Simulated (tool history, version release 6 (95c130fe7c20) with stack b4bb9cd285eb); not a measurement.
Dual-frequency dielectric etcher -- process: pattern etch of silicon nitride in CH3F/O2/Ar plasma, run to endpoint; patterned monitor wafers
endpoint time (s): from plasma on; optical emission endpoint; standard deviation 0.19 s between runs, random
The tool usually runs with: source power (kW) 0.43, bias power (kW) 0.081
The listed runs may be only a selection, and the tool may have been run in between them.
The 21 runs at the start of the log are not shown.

run    hour  source power (kW)  bias power (kW)  incoming incoming film thickness, nm  endpoint time (s)
 22  1562.1               0.54            0.088                                 47.35               51.8
 23  1648.5               0.43            0.076                                 47.44               62.6
     1735.2  -- wet clean of the chamber
 24  1735.7               0.43            0.081                                  46.7               61.3
 25  1834.9               0.51            0.095                                 46.96               52.7
 26  1897.6               0.34            0.066                                 46.53               78.9
 27  1964.8               0.43            0.081                                 46.87               60.9
 28    2029               0.52            0.066                                 46.69               55.1
 29  2130.1               0.43            0.068                                 46.31               62.6
 30  2225.3               0.43            0.081                                 46.96               61.6
 31  2277.7               0.43            0.081                                 46.36               60.6
 32  2355.5               0.43            0.081                                 46.65               60.7
     2384.7  -- wet clean of the chamber
 33  2631.4               0.43            0.081                                 47.38                 62

What does the tool deliver on the next run?
 34  2722.7               0.43            0.081                                 46.92                  ?

endpoint time (s): 61.2
If the tool had no hidden condition, the same run with the same run-to-run variation would have returned endpoint time (s) 61.5.

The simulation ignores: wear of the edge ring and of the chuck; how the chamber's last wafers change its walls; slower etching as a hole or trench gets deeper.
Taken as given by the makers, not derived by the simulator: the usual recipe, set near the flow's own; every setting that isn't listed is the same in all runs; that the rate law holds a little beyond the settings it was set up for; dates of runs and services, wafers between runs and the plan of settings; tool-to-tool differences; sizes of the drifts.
